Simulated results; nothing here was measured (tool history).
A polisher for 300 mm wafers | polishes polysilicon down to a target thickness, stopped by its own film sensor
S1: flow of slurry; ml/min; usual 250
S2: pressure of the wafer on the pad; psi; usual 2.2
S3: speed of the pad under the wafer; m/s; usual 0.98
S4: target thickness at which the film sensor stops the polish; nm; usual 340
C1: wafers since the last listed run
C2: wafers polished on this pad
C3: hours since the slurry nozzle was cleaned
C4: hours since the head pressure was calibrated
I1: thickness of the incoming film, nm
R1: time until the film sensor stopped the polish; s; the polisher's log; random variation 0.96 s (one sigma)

run	hour	S1	S2	S3	S4	C1	C2	C3	C4	I1	R1
1	0.0	250	2.2	0.98	340	0	1642	486.1	845.5	701.2	60.4
2	69.0	250	2.2	0.98	340	580	2222	555.1	914.5	695.5	60.4
3	116.6	250	2.2	0.98	340	400	2623	602.7	962.1	701.7	61.7
4	163.0	250	2.2	0.98	340	390	3013	649.1	1008.5	698.7	58.7
# hour 175.2: worn pad replaced by a new one
# hour 198.8: slurry nozzle cleaned
5	220.7	250	2.6	0.98	340	443	374	21.9	1066.2	688.0	49.9
6	313.9	250	2.2	0.98	340	784	1158	115.1	1159.4	709.1	60.7
7	354.2	250	2.2	0.98	340	339	1497	155.4	1199.7	691.7	56.2
8	414.1	250	2.2	0.98	340	503	2001	215.3	1259.6	708.0	60.0
# hour 420.4: head pressure recalibrated
9	483.6	230	2.2	0.98	340	567	2569	284.8	63.2	684.7	53.7
10	508.6	230	2.2	0.98	340	210	2779	309.8	88.2	703.8	57.2
11	555.2	250	1.6	0.98	340	392	3171	356.4	134.8	701.5	73.8
# hour 574.9: worn pad replaced by a new one
12	626.0	250	1.6	0.98	340	562	430	427.2	205.6	698.8	73.5
13	673.7	250	1.6	0.98	340	401	831	474.9	253.3	695.9	73.5
14	743.2	315	2.2	0.98	340	584	1416	544.4	322.8	695.8	54.2
15	807.0	315	2.2	0.98	340	536	1952	608.2	386.6	698.2	53.7
# hour 846.9: slurry nozzle cleaned
# hour 939.1: head pressure recalibrated, repeated, since the last time left the tool worse
16	991.1	315	2.2	0.98	340	1523	3476	144.2	52.0	703.6	61.5
# hour 1015.6: worn pad replaced by a new one
17	1057.8	250	1.7	0.88	340	527	354	210.9	118.7	699.2	87.0
18	1121.8	250	2.2	0.98	340	538	893	274.9	182.7	693.7	60.0
19	1175.7	335	2.2	1.20	340	453	1346	328.8	236.6	695.8	48.8
20	1245.9	250	1.7	1.22	340	590	1937	399.0	306.8	697.5	61.1
21	1303.4	250	1.6	0.98	340	483	2421	456.5	364.3	707.7	83.7
22	1372.9	205	1.8	0.98	340	584	3005	526.0	433.8	698.5	77.2
# hour 1426.2: worn pad replaced by a new one
23	1432.4	250	2.2	1.10	340	466	52	585.5	493.3	695.9	55.9
24	1473.8	180	3.0	0.86	285	348	400	626.9	534.7	709.3	63.2
25	1503.0	275	1.7	1.32	221	245	646	656.1	563.9	706.9	78.0
26	1572.3	175	2.7	0.98	340	583	1229	725.4	633.2	711.9	54.0
# hour 1585.5: slurry nozzle cleaned
27	1633.7	250	2.2	0.98	444	508	1737	48.2	694.6	699.9	44.5
28	1673.9	275	1.9	1.20	261	338	2075	88.4	734.8	701.2	69.0
29	1714.9	335	2.5	1.16	376	344	2420	129.4	775.8	689.5	38.1
# hour 1851.8: worn pad replaced by a new one
30	1883.0	250	2.2	0.98	340	1380	262	297.5	943.9	702.6	60.2
31	1928.8	250	2.2	0.98	340	385	647	343.3	989.7	699.8	60.6
32	2073.1	165	2.2	1.12	225	1214	1861	487.6	1134.0	698.1	71.3
# hour 2092.3: head pressure recalibrated
33	2110.0	290	2.2	0.78	295	293	2155	524.5	17.7	698.9	90.0
34	2162.5	250	2.2	0.68	340	441	2596	577.0	70.2	691.6	89.7

The tool's hidden state at each run:
removal rate lost through wear of the pad, %: 0 in every run
slurry flow missing at the pad, %: 0 in every run
H1: deviation of the head's pressure from its setpoint, %
run	H1
1	3.31
2	3.92
3	4.37
4	4.83
5	5.44
6	6.48
7	6.96
8	7.71
9	14.3
10	14.3
11	14.4
12	14.5
13	14.6
14	14.8
15	15
16	0.462
17	0.519
18	0.617
19	0.731
20	0.923
21	1.12
22	1.4
23	1.68
24	1.89
25	2.05
26	2.47
27	2.88
28	3.17
29	3.48
30	4.94
31	5.39
32	6.93
33	-1.68
34	-1.65
